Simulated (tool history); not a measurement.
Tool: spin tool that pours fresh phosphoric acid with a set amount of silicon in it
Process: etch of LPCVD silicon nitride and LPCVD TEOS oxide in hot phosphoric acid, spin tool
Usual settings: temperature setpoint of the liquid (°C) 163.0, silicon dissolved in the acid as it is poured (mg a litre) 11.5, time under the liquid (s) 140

run    hour  temperature setpoint of the liquid (°C)  silicon dissolved in the acid as it is poured (mg a litre)  time under the liquid (s)  wafers since the last listed run  hours since the thermometer was replaced  hours since the dissolved silicon flow meter was replaced  hours since the heated supply line was repaired  hours since the gauge calibration  read-back film thickness of the LPCVD silicon nitride reference wafer, read on the same gauge (nm)  read-back film thickness of the LPCVD TEOS oxide reference wafer, read on the same gauge (nm)  thickness taken off the LPCVD silicon nitride on a monitor wafer (nm)  thickness taken off the LPCVD TEOS oxide on a monitor wafer (nm)
  1     0.0                                    163.0                                                        17.0                         85                                 0                                    1853.3                                                     1901.9                                           2911.1                             1997.8                                                                                              150.00                                                                                         29.998                                                                   7.45                                                             0.317
  2    88.6                                    163.0                                                        17.0                         85                               642                                    1941.9                                                     1990.5                                           2999.7                             2086.4                                                                                              149.99                                                                                         30.013                                                                   7.51                                                             0.332
  3   185.0                                    163.0                                                        11.5                        140                               699                                    2038.3                                                     2086.9                                           3096.1                             2182.8                                                                                              149.99                                                                                         29.966                                                                  12.44                                                             0.672
      246.4  -- thermometer replaced
  4   280.1                                    163.0                                                        11.5                        140                               682                                      33.7                                                     2182.0                                           3191.2                             2277.9                                                                                              150.01                                                                                         30.009                                                                  11.86                                                             0.550
  5   363.5                                    163.0                                                        11.5                        140                               605                                     117.1                                                     2265.4                                           3274.6                             2361.3                                                                                              150.00                                                                                         29.985                                                                  11.85                                                             0.578
      406.6  -- dissolved silicon flow meter replaced
  6   462.0                                    161.0                                                        11.5                        115                               707                                     215.6                                                       55.4                                           3373.1                             2459.8                                                                                              150.02                                                                                         30.007                                                                   9.13                                                             0.407
  7   541.9                                    162.0                                                         7.5                         75                               579                                     295.5                                                      135.3                                           3453.0                             2539.7                                                                                              150.02                                                                                         29.996                                                                   6.21                                                             0.331
      561.0  -- gauge calibrated
  8   610.4                                    163.0                                                        17.0                         85                               497                                     364.0                                                      203.8                                           3521.5                               49.4                                                                                              149.99                                                                                         29.991                                                                   7.19                                                             0.281
  9   680.8                                    162.0                                                        18.0                         65                               510                                     434.4                                                      274.2                                           3591.9                              119.8                                                                                              150.00                                                                                         29.993                                                                   5.37                                                             0.194
 10   774.0                                    163.0                                                        11.5                        140                               676                                     527.6                                                      367.4                                           3685.1                              213.0                                                                                              150.00                                                                                         30.023                                                                  12.06                                                             0.610
 11   842.5                                    162.0                                                        11.5                        170                               497                                     596.1                                                      435.9                                           3753.6                              281.5                                                                                              150.01                                                                                         29.990                                                                  14.31                                                             0.626
 12   904.8                                    163.0                                                        11.5                        140                               452                                     658.4                                                      498.2                                           3815.9                              343.8                                                                                              150.00                                                                                         30.026                                                                  12.00                                                             0.558
 13   987.7                                    161.5                                                        18.0                        185                               601                                     741.3                                                      581.1                                           3898.8                              426.7                                                                                              150.00                                                                                         30.014                                                                  15.11                                                             0.648
      993.1  -- heated supply line repaired
 14  1029.5                                    163.0                                                        11.5                        140                               296                                     783.1                                                      622.9                                             36.4                              468.5                                                                                              150.00                                                                                         29.966                                                                  12.11                                                             0.631
 15  1124.0                                    163.0                                                        17.0                         85                               685                                     877.6                                                      717.4                                            130.9                              563.0                                                                                              149.99                                                                                         30.004                                                                   7.29                                                             0.290
 16  1194.0                                    161.5                                                        18.0                        165                               507                                     947.6                                                      787.4                                            200.9                              633.0                                                                                              150.00                                                                                         29.979                                                                  13.61                                                             0.476
 17  1250.5                                    163.0                                                        11.5                        140                               409                                    1004.1                                                      843.9                                            257.4                              689.5                                                                                              150.00                                                                                         30.003                                                                  12.15                                                             0.556
 18  1293.8                                    160.5                                                        19.5                        140                               314                                    1047.4                                                      887.2                                            300.7                              732.8                                                                                              149.98                                                                                         30.008                                                                  11.16                                                             0.398
 19  1351.7                                    161.0                                                        11.5                        110                               420                                    1105.3                                                      945.1                                            358.6                              790.7                                                                                              150.00                                                                                         29.983                                                                   8.94                                                             0.413
 20  1435.9                                    165.0                                                         8.0                        140                               610                                    1189.5                                                     1029.3                                            442.8                              874.9                                                                                              150.00                                                                                         30.011                                                                  13.06                                                             0.733
 21  1526.0                                    163.0                                                        11.5                        140                               653                                    1279.6                                                     1119.4                                            532.9                              965.0                                                                                              150.00                                                                                         29.989                                                                  12.23                                                             0.550
 22  1570.8                                    163.0                                                        18.5                        140                               325                                    1324.4                                                     1164.2                                            577.7                             1009.8                                                                                              150.00                                                                                         29.959                                                                  12.20                                                             0.502

Forecast each of these 4 alternatives for the next run:
  A  1571.3                                    163.0                                                        11.5                        140                                 3                                    1324.9                                                     1164.7                                            578.2                             1010.3                                                                                                   ?                                                                                              ?                                                                      ?                                                                 ?
  B  1571.3                                    164.0                                                        11.5                         70                                 3                                    1324.9                                                     1164.7                                            578.2                             1010.3                                                                                                   ?                                                                                              ?                                                                      ?                                                                 ?
  C  1571.3                                    166.0                                                         4.5                        100                                 3                                    1324.9                                                     1164.7                                            578.2                             1010.3                                                                                                   ?                                                                                              ?                                                                      ?                                                                 ?
  D  1571.3                                    166.0                                                         5.5                         85                                 3                                    1324.9                                                     1164.7                                            578.2                             1010.3                                                                                                   ?                                                                                              ?                                                                      ?                                                                 ?

run  read-back film thickness of the LPCVD silicon nitride reference wafer, read on the same gauge (nm)  read-back film thickness of the LPCVD TEOS oxide reference wafer, read on the same gauge (nm)  thickness taken off the LPCVD silicon nitride on a monitor wafer (nm)  thickness taken off the LPCVD TEOS oxide on a monitor wafer (nm)
  A                                                                                              150.02                                                                                         30.023                                                                  12.23                                                             0.605
  B                                                                                              150.02                                                                                         30.023                                                                   6.32                                                             0.325
  C                                                                                              150.02                                                                                         30.023                                                                   9.64                                                             0.623
  D                                                                                              150.02                                                                                         30.023                                                                   8.19                                                             0.519
Without the tool's hidden state the same runs would have given:
run  thickness taken off the LPCVD silicon nitride on a monitor wafer (nm)  thickness taken off the LPCVD TEOS oxide on a monitor wafer (nm)
  A                                                                  11.69                                                             0.547
  B                                                                   6.04                                                             0.294
  C                                                                   9.21                                                             0.564
  D                                                                   7.83                                                             0.470

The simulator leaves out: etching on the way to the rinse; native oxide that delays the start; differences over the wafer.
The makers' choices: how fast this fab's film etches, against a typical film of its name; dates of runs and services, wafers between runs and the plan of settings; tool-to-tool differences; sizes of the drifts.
